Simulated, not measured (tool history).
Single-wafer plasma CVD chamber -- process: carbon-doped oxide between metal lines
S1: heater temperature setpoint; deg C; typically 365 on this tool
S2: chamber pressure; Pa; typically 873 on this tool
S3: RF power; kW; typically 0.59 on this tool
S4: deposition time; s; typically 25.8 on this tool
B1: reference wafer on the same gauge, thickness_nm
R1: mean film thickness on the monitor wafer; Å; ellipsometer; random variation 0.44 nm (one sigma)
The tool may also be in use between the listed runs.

| run | hour | S1 | S2 | S3 | S4 | B1 | R1 |
|---|---|---|---|---|---|---|---|
| 1 | 0 | 365 | 873 | 0.65 | 25.8 | 162.906 | 1480.06 |
| 2 | 14.6 | 365 | 873 | 0.65 | 25.8 | 163.103 | 1470.24 |
| 3 | 26.1 | 365 | 873 | 0.65 | 25.8 | 163.001 | 1476.71 |
| 4 | 37.3 | 365 | 829 | 0.59 | 25.8 | 163.121 | 1347.83 |
| 5 | 44.4 | 365 | 829 | 0.59 | 25.8 | 163.138 | 1347.63 |
| 6 | 60.5 | 365 | 829 | 0.59 | 25.8 | 162.967 | 1344.85 |
| 7 | 70.2 | 371 | 873 | 0.59 | 25.8 | 163.022 | 1328.99 |
| 8 | 87.9 | 365 | 873 | 0.59 | 25.8 | 162.987 | 1340.86 |
| 9 | 102.9 | 365 | 873 | 0.535 | 25.8 | 163.018 | 1227.01 |
| 10 | 114.7 | 365 | 873 | 0.535 | 25.8 | 162.891 | 1223.24 |
| 11 | 122.5 | 365 | 873 | 0.535 | 25.8 | 162.896 | 1223.96 |
| 12 | 135 | 365 | 873 | 0.68 | 25.8 | 163.007 | 1518.22 |
| 13 | 152.7 | 365 | 953 | 0.59 | 25.8 | 162.978 | 1347.93 |
| 14 | 163.9 | 372 | 873 | 0.525 | 25.8 | 163.131 | 1174.25 |
|  | 173.7 | RF generator calibrated |
| 15 | 174.2 | 365 | 873 | 0.59 | 25.8 | 163.108 | 1282.8 |
|  | 182.6 | thermocouple changed; heater temperature recalibrated |
|  | 182.6 | gauge calibrated |
| 16 | 191.2 | 365 | 873 | 0.64 | 28.1 | 162.853 | 1502.4 |
| 17 | 198.1 | 374 | 873 | 0.59 | 29.6 | 163.007 | 1434.97 |
| 18 | 208.5 | 365 | 1059 | 0.52 | 25.8 | 162.874 | 1138.16 |
|  | 222.3 | capacitance manometer re-zeroed and calibrated |
|  | 226.2 | RF generator calibrated, repeated, since the last time left the tool worse |
|  | 229.2 | showerhead replaced |
| 19 | 229.7 | 361 | 949 | 0.625 | 27.7 | 162.944 | 1612.45 |
| 20 | 240.8 | 373 | 873 | 0.59 | 23.3 | 162.946 | 1248.79 |
| 21 | 257.9 | 365 | 873 | 0.59 | 25.8 | 163.019 | 1411.16 |
| 22 | 274 | 354 | 873 | 0.59 | 25.8 | 162.987 | 1444.43 |
| 23 | 289.5 | 374 | 873 | 0.59 | 30.7 | 163.043 | 1643.45 |

4 ways to go on from here, each from the tool as it stands after run 23. What would each give?
| A | 289.9 | 365 | 719 | 0.59 | 25.8 | ? | ? |
| B | 289.9 | 374 | 873 | 0.52 | 25.8 | ? | ? |
| C | 289.9 | 356 | 873 | 0.655 | 25.8 | ? | ? |
| D | 289.9 | 356 | 873 | 0.52 | 24.1 | ? | ? |

| run | B1 | R1 |
|---|---|---|
| A | 163.144 | 1371.46 |
| B | 163.144 | 1223.98 |
| C | 163.144 | 1571.21 |
| D | 163.144 | 1189.55 |
The same runs, with their run-to-run variation unchanged, on a tool lacking any hidden condition would have given:
| run | R1 |
|---|---|
| A | 1376.77 |
| B | 1228.95 |
| C | 1577.17 |
| D | 1194.38 |
